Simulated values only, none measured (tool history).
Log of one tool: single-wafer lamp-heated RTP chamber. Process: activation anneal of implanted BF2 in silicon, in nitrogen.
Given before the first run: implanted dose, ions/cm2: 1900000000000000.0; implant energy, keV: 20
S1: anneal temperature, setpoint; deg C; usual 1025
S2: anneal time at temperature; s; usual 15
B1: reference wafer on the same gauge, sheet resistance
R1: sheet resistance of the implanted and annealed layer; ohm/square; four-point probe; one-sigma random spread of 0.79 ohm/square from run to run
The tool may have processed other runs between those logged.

run,hour,S1,S2,B1,R1
1,0,1025,22,152.99,137.07
2,44.3,1025,22,152.88,136.19
3,104.1,1025,15,152.96,145.9
4,173.7,1005,15,153.01,168.23
# hour 213: pyrometer window cleaned and pyrometer calibrated
5,227.8,1005,15,153.08,175.6
6,260,1005,15,153.06,175.29
7,312.1,1046,18,153.13,124.35
8,364.4,1046,18,152.97,123.23
9,399.9,1046,18,152.93,122.55
10,452,1025,12,153.17,151.89
11,484.4,1025,15,152.85,145.84
# hour 504.4: gauge calibrated
12,511,1025,15,153,144.59
# hour 557.1: reflector plate cleaned
13,581.4,1025,15,153.06,142.44
# hour 623.7: pyrometer window cleaned and pyrometer calibrated
14,624.2,1041,15,153.15,133.88
15,650.8,1041,15,153.03,133.41
16,718.9,1041,15,152.96,134.24
17,771.4,1025,15,153.05,150.7
18,813.1,1007,12,152.88,178.06
19,839.3,1051,12,153.08,127.35
20,899.3,1050,15,152.86,120.86
21,932.5,1025,19,152.94,138.5
22,972.2,1025,12,153.07,149.71
# hour 1019.1: pyrometer window cleaned and pyrometer calibrated
23,1019.6,1011,11,152.87,177.23
24,1076.6,1025,20,152.99,143.24
25,1138.3,1052,15,153.04,122.14
26,1191.2,1025,15,152.83,150.73
27,1229.5,1025,12,153.07,156.28
28,1260.9,1006,10,153.1,182.08
29,1293.9,1054,15,153.04,116.91
30,1339.4,1041,15,152.87,126.74
# hour 1412.7: pyrometer window cleaned and pyrometer calibrated
31,1413.2,998,15,153.06,185.8
# hour 1438.1: reflector plate cleaned
32,1452.9,1025,9,153.17,163.25
33,1499.3,1034,10,152.85,152.15
34,1559,1025,20,152.89,141.35
35,1590.1,998,12,153.1,190.93
36,1637,1025,15,152.77,148.27
37,1676.2,1033,9,152.94,151.53

Here are 4 independent what-if runs from the current tool condition. What would each one return?
A,1676.6,1025,15,?,?
B,1676.6,1051,21,?,?
C,1676.6,999,18,?,?
D,1676.6,1008,20,?,?

run,B1,R1
A,153.16,145.55
B,153.16,111.46
C,153.16,172.6
D,153.16,157.23
With the hidden condition removed and each run's random variation left untouched, the same runs would have given:
run,R1
A,150.25
B,115.17
C,178.64
D,162.79

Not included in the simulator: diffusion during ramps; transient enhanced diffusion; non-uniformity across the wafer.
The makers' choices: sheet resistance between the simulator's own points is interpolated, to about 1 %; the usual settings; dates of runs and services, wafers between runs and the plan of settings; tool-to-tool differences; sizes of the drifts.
